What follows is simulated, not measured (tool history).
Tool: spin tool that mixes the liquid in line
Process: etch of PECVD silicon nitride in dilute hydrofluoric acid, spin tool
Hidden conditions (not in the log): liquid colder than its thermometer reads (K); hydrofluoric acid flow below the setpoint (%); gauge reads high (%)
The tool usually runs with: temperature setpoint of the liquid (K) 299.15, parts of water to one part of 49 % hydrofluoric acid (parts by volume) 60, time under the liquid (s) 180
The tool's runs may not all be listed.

run	hour	temperature setpoint of the liquid (K)	parts of water to one part of 49 % hydrofluoric acid (parts by volume)	time under the liquid (s)	wafers since the last listed run	hours since the thermometer was replaced	hours since the hydrofluoric acid flow meter was replaced	hours since the gauge calibration	read-back film thickness of the PECVD silicon nitride reference wafer, read on the same gauge (nm)	thickness taken off the PECVD silicon nitride on a monitor wafer (nm)
1	0.0	299.15	60	180	0	691.5	1927.3	742.4	140.02	7.35
2	13.8	299.15	60	180	91	705.3	1941.1	756.2	140.01	7.44
3	48.0	297.65	60	180	225	739.5	1975.3	790.4	140.00	6.75
4	69.9	297.65	60	180	144	761.4	1997.2	812.3	139.98	6.72
5	101.6	300.65	60	240	209	793.1	2028.9	844.0	139.99	10.87
6	129.8	299.15	60	180	186	821.3	2057.1	872.2	140.00	7.25
7	143.0	299.15	60	180	87	834.5	2070.3	885.4	140.01	7.28
# hour 167.5: hydrofluoric acid flow meter replaced
8	170.6	299.15	60	180	175	862.1	3.1	913.0	140.00	7.38
9	191.5	299.15	60	180	138	883.0	24.0	933.9	139.99	7.20
10	205.0	299.15	60	180	89	896.5	37.5	947.4	140.00	7.33
11	239.1	299.15	70	180	225	930.6	71.6	981.5	139.97	6.18
12	256.8	294.65	60	180	116	948.3	89.3	999.2	140.00	5.33
13	278.9	299.15	35	180	145	970.4	111.4	1021.3	139.98	12.20
14	298.6	299.15	80	180	130	990.1	131.1	1041.0	140.00	5.44
15	325.9	295.65	75	285	180	1017.4	158.4	1068.3	139.97	7.15
16	361.1	299.15	60	180	232	1052.6	193.6	1103.5	140.00	7.18
17	388.0	299.15	70	225	177	1079.5	220.5	1130.4	140.01	7.71
18	422.3	299.15	60	180	226	1113.8	254.8	1164.7	140.01	7.01
19	454.2	299.15	60	180	210	1145.7	286.7	1196.6	139.98	7.14
20	484.7	299.15	50	180	201	1176.2	317.2	1227.1	139.99	8.36
# hour 496.0: thermometer replaced
21	499.7	297.15	80	240	92	3.7	332.2	1242.1	140.02	7.01
# hour 503.9: gauge calibrated
22	519.0	302.65	40	110	127	23.0	351.5	15.1	139.99	9.29
23	535.4	294.15	30	280	108	39.4	367.9	31.5	140.02	17.26
24	551.6	296.65	75	90	106	55.6	384.1	47.7	139.99	2.71
25	578.3	299.15	60	180	176	82.3	410.8	74.4	140.00	7.93
26	595.9	297.15	85	75	116	99.9	428.4	92.0	140.02	2.03
27	628.7	299.15	60	180	216	132.7	461.2	124.8	140.01	7.82
28	649.2	302.65	35	70	135	153.2	481.7	145.3	139.99	6.59
29	718.2	299.15	85	180	455	222.2	550.7	214.3	139.98	5.54
30	743.3	294.65	30	255	165	247.3	575.8	239.4	140.01	16.16
31	767.7	299.15	60	180	161	271.7	600.2	263.8	140.00	7.72
32	782.1	303.65	35	95	95	286.1	614.6	278.2	140.01	9.30

Branching from run 32: 5 alternative next runs. What would each branch give?
A	782.6	299.15	60	180	3	286.6	615.1	278.7	?	?
B	782.6	296.65	70	180	3	286.6	615.1	278.7	?	?
C	782.6	294.65	85	85	3	286.6	615.1	278.7	?	?
D	782.6	299.15	60	225	3	286.6	615.1	278.7	?	?
E	782.6	297.65	30	90	3	286.6	615.1	278.7	?	?

run	read-back film thickness of the PECVD silicon nitride reference wafer, read on the same gauge (nm)	thickness taken off the PECVD silicon nitride on a monitor wafer (nm)
A	140.01	7.66
B	140.01	5.57
C	140.01	1.90
D	140.01	9.57
E	140.01	6.81
Without the tool's unlogged condition, the same runs would have read:
run	thickness taken off the PECVD silicon nitride on a monitor wafer (nm)
A	7.91
B	5.76
C	1.96
D	9.89
E	7.04
